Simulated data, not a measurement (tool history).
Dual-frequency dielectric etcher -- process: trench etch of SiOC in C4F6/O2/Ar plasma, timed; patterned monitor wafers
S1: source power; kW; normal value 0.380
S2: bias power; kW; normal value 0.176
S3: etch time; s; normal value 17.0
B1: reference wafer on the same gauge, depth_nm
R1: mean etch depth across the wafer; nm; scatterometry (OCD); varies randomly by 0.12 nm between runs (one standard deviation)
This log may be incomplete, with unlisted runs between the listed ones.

| run | day | S1 | S2 | S3 | B1 | R1 |
|---|---|---|---|---|---|---|
| 1 | 0.000 | 0.380 | 0.176 | 17.0 | 30.01 | 34.39 |
| 2 | 0.996 | 0.340 | 0.143 | 17.0 | 29.98 | 31.44 |
|  | 2.654 | wet clean of the chamber |
| 3 | 2.675 | 0.340 | 0.143 | 17.0 | 30.01 | 32.81 |
| 4 | 3.462 | 0.340 | 0.143 | 17.0 | 29.97 | 32.81 |
| 5 | 4.083 | 0.320 | 0.157 | 17.0 | 29.97 | 33.11 |
| 6 | 4.588 | 0.320 | 0.157 | 17.0 | 30.02 | 33.03 |
| 7 | 5.300 | 0.320 | 0.157 | 17.0 | 30.00 | 32.99 |
| 8 | 5.817 | 0.380 | 0.148 | 17.0 | 30.03 | 33.80 |
| 9 | 6.546 | 0.380 | 0.160 | 17.0 | 30.04 | 34.55 |
| 10 | 7.712 | 0.440 | 0.144 | 22.0 | 30.02 | 45.12 |
| 11 | 8.867 | 0.380 | 0.143 | 17.0 | 30.01 | 33.49 |
| 12 | 9.921 | 0.310 | 0.196 | 22.0 | 29.98 | 44.72 |
| 13 | 11.092 | 0.380 | 0.176 | 17.0 | 29.97 | 35.06 |
| 14 | 12.200 | 0.380 | 0.176 | 17.0 | 29.97 | 34.93 |
|  | 13.979 | source power generator calibrated |
| 15 | 14.204 | 0.380 | 0.176 | 17.0 | 29.98 | 34.80 |
|  | 14.871 | gauge calibrated |
| 16 | 15.446 | 0.320 | 0.176 | 18.5 | 30.01 | 36.31 |
| 17 | 16.496 | 0.460 | 0.176 | 14.0 | 30.01 | 29.94 |
| 18 | 17.517 | 0.470 | 0.162 | 13.5 | 30.02 | 28.40 |
|  | 18.392 | bias power generator calibrated |
| 19 | 18.412 | 0.290 | 0.176 | 17.0 | 30.00 | 32.53 |
| 20 | 19.617 | 0.380 | 0.157 | 20.5 | 30.02 | 40.27 |
|  | 21.025 | wet clean of the chamber |
|  | 21.554 | upper electrode replaced |
| 21 | 21.575 | 0.380 | 0.199 | 17.0 | 29.99 | 36.56 |
| 22 | 21.588 | 0.280 | 0.205 | 12.0 | 30.02 | 24.33 |
| 23 | 22.479 | 0.430 | 0.156 | 14.0 | 30.00 | 29.04 |
| 24 | 23.371 | 0.450 | 0.198 | 21.5 | 30.02 | 48.09 |
| 25 | 24.246 | 0.470 | 0.176 | 12.5 | 29.95 | 27.13 |
| 26 | 25.071 | 0.410 | 0.189 | 19.5 | 29.99 | 41.91 |
| 27 | 25.729 | 0.420 | 0.176 | 14.0 | 29.98 | 29.72 |
| 28 | 26.854 | 0.410 | 0.139 | 17.0 | 29.98 | 33.60 |
| 29 | 29.496 | 0.320 | 0.152 | 19.0 | 30.00 | 36.07 |
| 30 | 30.771 | 0.380 | 0.176 | 17.0 | 30.00 | 34.84 |
| 31 | 31.517 | 0.380 | 0.176 | 17.0 | 30.01 | 34.79 |

3 options for the next run, each taken on its own from the tool as it stands now. Forecast them:
| A | 31.533 | 0.380 | 0.176 | 17.0 | ? | ? |
| B | 31.533 | 0.380 | 0.135 | 22.0 | ? | ? |
| C | 31.533 | 0.420 | 0.219 | 17.0 | ? | ? |

| run | B1 | R1 |
|---|---|---|
| A | 30.03 | 34.60 |
| B | 30.03 | 41.76 |
| C | 30.03 | 37.76 |
Without the tool's hidden state the same runs would have given:
| run | R1 |
|---|---|
| A | 35.29 |
| B | 42.60 |
| C | 38.51 |
